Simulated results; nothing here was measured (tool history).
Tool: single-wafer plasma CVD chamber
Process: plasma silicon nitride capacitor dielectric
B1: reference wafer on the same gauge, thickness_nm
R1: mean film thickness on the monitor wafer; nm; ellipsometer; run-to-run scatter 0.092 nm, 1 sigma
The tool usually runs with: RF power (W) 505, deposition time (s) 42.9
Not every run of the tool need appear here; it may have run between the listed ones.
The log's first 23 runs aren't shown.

{"run": 24, "hour": 303.7, "RF power (W)": 505, "deposition time (s)": 39.6, "B1": 69.088, "R1": 54.373}
{"run": 25, "hour": 310.1, "RF power (W)": 505, "deposition time (s)": 42.9, "B1": 69.108, "R1": 58.984}
{"run": 26, "hour": 318.6, "RF power (W)": 465, "deposition time (s)": 51.3, "B1": 69.102, "R1": 68.443}
{"run": 27, "hour": 332.7, "RF power (W)": 570, "deposition time (s)": 35.7, "B1": 69.108, "R1": 51.325}
{"run": 28, "hour": 347.9, "RF power (W)": 455, "deposition time (s)": 39.2, "B1": 69.097, "R1": 51.684}
{"run": 29, "hour": 362.1, "RF power (W)": 460, "deposition time (s)": 38.3, "B1": 69.106, "R1": 50.832}
{"run": 30, "hour": 375.0, "RF power (W)": 425, "deposition time (s)": 48.2, "B1": 69.089, "R1": 62.078}
{"run": 31, "hour": 383.0, "RF power (W)": 565, "deposition time (s)": 46.4, "B1": 69.086, "R1": 66.473}
{"run": 32, "hour": 391.5, "RF power (W)": 505, "deposition time (s)": 42.9, "B1": 69.107, "R1": 59.089}
{"run": 33, "hour": 402.9, "RF power (W)": 410, "deposition time (s)": 49.2, "B1": 69.102, "R1": 62.286}
{"hour": 425.7, "done": "RF generator calibrated"}
{"run": 34, "hour": 426.2, "RF power (W)": 505, "deposition time (s)": 38.8, "B1": 69.096, "R1": 55.128}
{"run": 35, "hour": 434.2, "RF power (W)": 450, "deposition time (s)": 51.3, "B1": 69.12, "R1": 69.793}
{"run": 36, "hour": 446.1, "RF power (W)": 505, "deposition time (s)": 50.5, "B1": 69.069, "R1": 71.739}
{"run": 37, "hour": 499.3, "RF power (W)": 505, "deposition time (s)": 40.6, "B1": 69.094, "R1": 57.813}
{"run": 38, "hour": 506.2, "RF power (W)": 560, "deposition time (s)": 40.4, "B1": 69.087, "R1": 59.584}
{"run": 39, "hour": 516.8, "RF power (W)": 575, "deposition time (s)": 36, "B1": 69.127, "R1": 53.704}
{"run": 40, "hour": 531.4, "RF power (W)": 505, "deposition time (s)": 42.9, "B1": 69.096, "R1": 60.957}
{"run": 41, "hour": 544.0, "RF power (W)": 450, "deposition time (s)": 48.7, "B1": 69.1, "R1": 66.333}
{"run": 42, "hour": 550.2, "RF power (W)": 570, "deposition time (s)": 35.7, "B1": 69.115, "R1": 53.148}

Consider 4 possible next runs. They are alternatives, not a sequence: every one starts from the tool as it was left by run 42. What does each give?
{"run": "A", "hour": 550.6, "RF power (W)": 505, "deposition time (s)": 42.9, "B1": "?", "R1": "?"}
{"run": "B", "hour": 550.6, "RF power (W)": 420, "deposition time (s)": 46.9, "B1": "?", "R1": "?"}
{"run": "C", "hour": 550.6, "RF power (W)": 415, "deposition time (s)": 49.3, "B1": "?", "R1": "?"}
{"run": "D", "hour": 550.6, "RF power (W)": 440, "deposition time (s)": 49.9, "B1": "?", "R1": "?"}

run=A B1=69.114 R1=60.954
run=B B1=69.114 R1=62.104
run=C B1=69.114 R1=64.975
run=D B1=69.114 R1=67.285
What these runs would have given with no unlogged condition in the tool:
run=A R1=61.105
run=B R1=62.257
run=C R1=65.136
run=D R1=67.452
